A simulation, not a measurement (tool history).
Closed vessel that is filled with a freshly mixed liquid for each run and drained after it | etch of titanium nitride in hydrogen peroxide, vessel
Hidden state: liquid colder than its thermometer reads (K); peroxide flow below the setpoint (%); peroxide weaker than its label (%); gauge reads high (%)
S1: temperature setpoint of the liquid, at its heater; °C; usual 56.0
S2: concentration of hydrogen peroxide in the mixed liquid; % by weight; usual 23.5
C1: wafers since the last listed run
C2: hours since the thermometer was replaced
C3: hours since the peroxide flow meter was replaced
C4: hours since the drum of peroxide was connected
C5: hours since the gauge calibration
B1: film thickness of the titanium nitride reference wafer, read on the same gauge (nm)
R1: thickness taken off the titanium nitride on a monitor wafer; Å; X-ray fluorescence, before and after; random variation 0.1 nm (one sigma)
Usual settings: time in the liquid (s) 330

Run 1, hour 0.0: usual settings; C1 0; C2 1086.8; C3 7.3; C4 670.8; C5 2850.2; B1 99.99. Result: R1 185.9 Å.
Run 2, hour 55.5: usual settings; C1 5473; C2 1142.3; C3 62.8; C4 726.3; C5 2905.7; B1 99.98. Result: R1 184.4 Å.
At hour 75.2: new drum of peroxide connected.
Run 3, hour 140.6: usual settings; C1 8293; C2 1227.4; C3 147.9; C4 65.4; C5 2990.8; B1 99.98. Result: R1 186.8 Å.
Run 4, hour 181.2: usual settings; C1 4003; C2 1268.0; C3 188.5; C4 106.0; C5 3031.4; B1 99.97. Result: R1 188.7 Å.
Run 5, hour 239.8: usual settings; C1 5779; C2 1326.6; C3 247.1; C4 164.6; C5 3090.0; B1 100.04. Result: R1 187.5 Å.
Run 6, hour 341.6: usual settings; C1 10039; C2 1428.4; C3 348.9; C4 266.4; C5 3191.8; B1 99.97. Result: R1 184.8 Å.
Run 7, hour 413.0: usual settings; C1 7041; C2 1499.8; C3 420.3; C4 337.8; C5 3263.2; B1 99.97. Result: R1 182.4 Å.
At hour 439.4: gauge calibrated.
Run 8, hour 465.1: usual settings; C1 5138; C2 1551.9; C3 472.4; C4 389.9; C5 25.7; B1 100.04. Result: R1 182.8 Å.
Run 9, hour 530.8: usual settings; C1 6479; C2 1617.6; C3 538.1; C4 455.6; C5 91.4; B1 99.99. Result: R1 181.2 Å.
Run 10, hour 590.7: usual settings; C1 5907; C2 1677.5; C3 598.0; C4 515.5; C5 151.3; B1 100.01. Result: R1 179.5 Å.
At hour 628.8: peroxide flow meter replaced.
Run 11, hour 687.9: usual settings but time in the liquid (s) 230; C1 9487; C2 1774.7; C3 59.1; C4 612.7; C5 248.5; B1 99.99. Result: R1 129.4 Å.
Run 12, hour 740.9: usual settings but time in the liquid (s) 490; C1 5226; C2 1827.7; C3 112.1; C4 665.7; C5 301.5; B1 100.01. Result: R1 271.8 Å.
Run 13, hour 826.7: usual settings but time in the liquid (s) 250; C1 8461; C2 1913.5; C3 197.9; C4 751.5; C5 387.3; B1 99.98. Result: R1 139.5 Å.
At hour 841.0: new drum of peroxide connected.
Run 14, hour 883.0: usual settings but S1 47.5 °C, S2 17.5 % by weight, time in the liquid (s) 465; C1 5453; C2 1969.8; C3 254.2; C4 42.0; C5 443.6; B1 100.02. Result: R1 133.9 Å.
Run 15, hour 988.1: usual settings but S1 64.5 °C, S2 18.0 % by weight, time in the liquid (s) 130; C1 10364; C2 2074.9; C3 359.3; C4 147.1; C5 548.7; B1 100.02. Result: R1 121.4 Å.
At hour 1071.4: thermometer replaced.
Run 16, hour 1204.8: usual settings; C1 21272; C2 133.4; C3 576.0; C4 363.8; C5 765.4; B1 100.04. Result: R1 181.8 Å.

Run 17 comes next. What will it give?
Run 17, hour 1257.7: usual settings but S1 59.5 °C, S2 19.0 % by weight, time in the liquid (s) 260; C1 5216; C2 186.3; C3 628.9; C4 416.7; C5 818.3; B1 ?. Result: R1 ?.

B1: 100.01
R1: 173.4 Å
Without the tool's hidden state the same run would have given R1 181.2 Å.
